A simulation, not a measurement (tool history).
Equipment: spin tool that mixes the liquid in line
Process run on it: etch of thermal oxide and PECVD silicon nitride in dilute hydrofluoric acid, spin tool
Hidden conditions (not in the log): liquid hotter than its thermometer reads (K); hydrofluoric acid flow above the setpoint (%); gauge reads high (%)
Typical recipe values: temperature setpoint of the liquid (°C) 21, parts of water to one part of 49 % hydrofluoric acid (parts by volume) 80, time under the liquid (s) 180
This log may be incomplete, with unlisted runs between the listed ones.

| run | hour | temperature setpoint of the liquid (°C) | parts of water to one part of 49 % hydrofluoric acid (parts by volume) | time under the liquid (s) | wafers since the last listed run | hours since the thermometer was replaced | hours since the hydrofluoric acid flow meter was replaced | hours since the gauge calibration | read-back film thickness of the thermal oxide reference wafer, read on the same gauge (nm) | read-back film thickness of the PECVD silicon nitride reference wafer, read on the same gauge (nm) | thickness taken off the thermal oxide on a monitor wafer (nm) | thickness taken off the PECVD silicon nitride on a monitor wafer (nm) |
|---|---|---|---|---|---|---|---|---|---|---|---|---|
| 1 | 0 | 21 | 80 | 180 | 0 | 1536.6 | 1249.3 | 621.7 | 130.02 | 130.03 | 11.33 | 9.6 |
| 2 | 28.6 | 21 | 80 | 180 | 192 | 1565.2 | 1277.9 | 650.3 | 130 | 129.99 | 11.21 | 9.6 |
| 3 | 62.6 | 21 | 80 | 225 | 228 | 1599.2 | 1311.9 | 684.3 | 130.01 | 130 | 13.98 | 12.1 |
| 4 | 89 | 21 | 80 | 225 | 177 | 1625.6 | 1338.3 | 710.7 | 129.99 | 130 | 14.23 | 12.05 |
| 5 | 112.7 | 21 | 80 | 180 | 159 | 1649.3 | 1362 | 734.4 | 129.97 | 130.05 | 11.27 | 9.92 |
|  | 121 | gauge calibrated |
|  | 142.3 | hydrofluoric acid flow meter replaced |
| 6 | 144.8 | 21 | 80 | 180 | 209 | 1681.4 | 2.5 | 23.8 | 130.01 | 130.04 | 10.3 | 8.95 |
| 7 | 170.5 | 21 | 80 | 180 | 173 | 1707.1 | 28.2 | 49.5 | 130.02 | 130.03 | 10.26 | 8.93 |
| 8 | 197.1 | 21 | 80 | 180 | 179 | 1733.7 | 54.8 | 76.1 | 130.02 | 130.01 | 10.46 | 8.95 |
| 9 | 216 | 21 | 80 | 180 | 127 | 1752.6 | 73.7 | 95 | 129.98 | 129.98 | 10.43 | 8.93 |
| 10 | 235 | 21 | 80 | 180 | 127 | 1771.6 | 92.7 | 114 | 130 | 130 | 10.3 | 8.89 |
| 11 | 255.6 | 21 | 80 | 180 | 138 | 1792.2 | 113.3 | 134.6 | 130 | 130 | 10.44 | 8.94 |
|  | 265.4 | thermometer replaced |
| 12 | 282.3 | 25.5 | 80 | 235 | 173 | 16.9 | 140 | 161.3 | 130.02 | 130.01 | 16.34 | 15.96 |
| 13 | 305.3 | 21 | 80 | 115 | 154 | 39.9 | 163 | 184.3 | 130.02 | 130 | 6.69 | 5.74 |
| 14 | 327.1 | 21 | 70 | 285 | 146 | 61.7 | 184.8 | 206.1 | 130 | 130.01 | 19.26 | 16.1 |
| 15 | 345.2 | 21 | 80 | 225 | 121 | 79.8 | 202.9 | 224.2 | 130.01 | 130 | 13.17 | 11.4 |
| 16 | 375.4 | 21 | 80 | 115 | 203 | 110 | 233.1 | 254.4 | 129.97 | 129.96 | 6.69 | 5.75 |
| 17 | 389.3 | 23 | 95 | 275 | 93 | 123.9 | 247 | 268.3 | 130.01 | 130.01 | 14.35 | 13.45 |
| 18 | 402 | 21 | 80 | 180 | 85 | 136.6 | 259.7 | 281 | 130.01 | 130.02 | 10.51 | 9.13 |
| 19 | 422.8 | 25 | 105 | 120 | 140 | 157.4 | 280.5 | 301.8 | 130.01 | 130.03 | 6.13 | 6.08 |
| 20 | 464.1 | 21 | 100 | 180 | 278 | 198.7 | 321.8 | 343.1 | 130.01 | 130 | 8.17 | 7.27 |
| 21 | 477 | 25.5 | 80 | 180 | 86 | 211.6 | 334.7 | 356 | 130.01 | 129.97 | 12.65 | 12.5 |
| 22 | 490.9 | 21 | 80 | 180 | 93 | 225.5 | 348.6 | 369.9 | 130 | 129.98 | 10.57 | 9.16 |
| 23 | 512.1 | 21 | 80 | 180 | 142 | 246.7 | 369.8 | 391.1 | 130 | 130 | 10.64 | 9.13 |
| 24 | 524.1 | 17 | 80 | 110 | 80 | 258.7 | 381.8 | 403.1 | 130 | 130 | 5.44 | 4.2 |
| 25 | 547.5 | 17 | 80 | 125 | 157 | 282.1 | 405.2 | 426.5 | 129.97 | 129.98 | 6.21 | 4.79 |
| 26 | 565.5 | 21 | 80 | 180 | 121 | 300.1 | 423.2 | 444.5 | 130 | 129.99 | 10.62 | 9.24 |

What if the next run were any one of these 4? Each begins from the tool's condition after run 26:
| A | 566 | 21 | 80 | 70 | 3 | 300.6 | 423.7 | 445 | ? | ? | ? | ? |
| B | 566 | 22.5 | 55 | 215 | 3 | 300.6 | 423.7 | 445 | ? | ? | ? | ? |
| C | 566 | 24.5 | 80 | 180 | 3 | 300.6 | 423.7 | 445 | ? | ? | ? | ? |
| D | 566 | 25 | 90 | 75 | 3 | 300.6 | 423.7 | 445 | ? | ? | ? | ? |

| run | read-back film thickness of the thermal oxide reference wafer, read on the same gauge (nm) | read-back film thickness of the PECVD silicon nitride reference wafer, read on the same gauge (nm) | thickness taken off the thermal oxide on a monitor wafer (nm) | thickness taken off the PECVD silicon nitride on a monitor wafer (nm) |
|---|---|---|---|---|
| A | 130.01 | 129.99 | 4.14 | 3.57 |
| B | 130.01 | 129.99 | 20.29 | 17.52 |
| C | 130.01 | 129.99 | 12.29 | 11.62 |
| D | 130.01 | 129.99 | 4.58 | 4.45 |
Had the tool no hidden state, the same runs would have come out as:
| run | thickness taken off the thermal oxide on a monitor wafer (nm) | thickness taken off the PECVD silicon nitride on a monitor wafer (nm) |
|---|---|---|
| A | 3.98 | 3.45 |
| B | 19.52 | 16.92 |
| C | 11.81 | 11.21 |
| D | 4.4 | 4.3 |
